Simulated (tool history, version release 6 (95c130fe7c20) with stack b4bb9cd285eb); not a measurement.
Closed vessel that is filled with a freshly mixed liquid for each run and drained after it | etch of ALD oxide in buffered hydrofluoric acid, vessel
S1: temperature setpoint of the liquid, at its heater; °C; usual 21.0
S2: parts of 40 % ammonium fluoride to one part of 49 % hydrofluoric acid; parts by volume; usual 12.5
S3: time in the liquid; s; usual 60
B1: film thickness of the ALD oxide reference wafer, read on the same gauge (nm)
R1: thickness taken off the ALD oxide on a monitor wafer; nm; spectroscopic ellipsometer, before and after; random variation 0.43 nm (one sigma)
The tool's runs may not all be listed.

run    hour    S1    S2  S3      B1      R1
  1     0.0  21.0   9.0  60  130.02  138.18
  2    53.7  21.0   9.0  60  130.04  137.79
  3   152.4  21.0  12.5  60  130.01  102.90
  4   234.6  21.0  12.5  60  130.00  101.98
  5   277.1  21.0  12.5  60  130.01  102.69
  6   319.0  21.0  12.5  60  130.03  101.95
  7   361.7  21.0  12.5  60  129.97  101.68
  8   467.0  21.0  12.5  60  129.97  101.38
      500.4  -- hydrofluoric acid flow meter replaced
  9   543.2  21.0  12.5  60  130.01  103.48
 10   625.3  21.0  12.5  60  129.98  103.69
 11   669.9  21.0  12.5  50  129.99   86.20
 12   756.1  21.0  16.0  60  130.04   81.48
 13   853.5  21.0  16.5  30  130.02   39.21
 14   893.5  21.0  12.5  60  130.01  102.52
 15   931.2  17.5  15.5  75  130.02   85.04
     1185.4  -- hydrofluoric acid flow meter replaced
 16  1216.8  17.5  12.5  35  130.00   49.89
 17  1285.3  21.0  12.5  60  129.99  104.42
 18  1359.5  24.0  17.5  30  130.02   43.91
 19  1440.2  18.5  11.0  50  129.96   85.35
     1469.9  -- gauge calibrated
 20  1520.2  25.5  15.0  50  130.01   92.31
 21  1591.4  21.0  12.5  60  130.05  102.60
     1602.3  -- thermometer replaced
 22  1668.5  24.0   8.5  30  129.99   85.60
 23  1743.2  17.5  15.5  60  130.02   67.95
 24  1812.8  21.0  12.5  60  129.98  102.27
 25  1876.7  17.5   8.5  80  130.03  157.89
     1884.9  -- hydrofluoric acid flow meter replaced
 26  1967.6  21.0  12.5  60  129.97  103.07
 27  2005.4  17.0   9.5  30  130.00   53.48
 28  2060.8  18.5  15.0  40  129.99   50.02
 29  2131.3  17.5  16.5  40  130.02   43.12
 30  2227.1  21.0   8.5  90  130.06  218.33
 31  2284.9  21.0  14.0  60  129.99   91.73
 32  2376.1  21.0  12.5  40  129.99   67.93
 33  2472.9  24.0  15.5  30  130.03   48.62
 34  2519.3  21.0  12.5  60  129.99  102.28

The same runs without the tool's hidden state, with the same run-to-run variation:
The hidden state here: liquid colder than its thermometer reads (K); hydrofluoric acid flow below the setpoint (%); gauge reads high (%).
run      R1
  1  139.24
  2  139.01
  3  104.67
  4  104.02
  5  104.89
  6  104.29
  7  104.16
  8  104.23
  9  103.74
 10  104.23
 11   86.78
 12   82.28
 13   39.72
 14  103.99
 15   86.38
 16   49.99
 17  104.87
 18   44.21
 19   86.16
 20   93.44
 21  104.10
 22   87.24
 23   69.31
 24  104.55
 25  162.19
 26  103.55
 27   53.69
 28   50.41
 29   43.57
 30  221.59
 31   93.15
 32   69.19
 33   49.69
 34  104.69
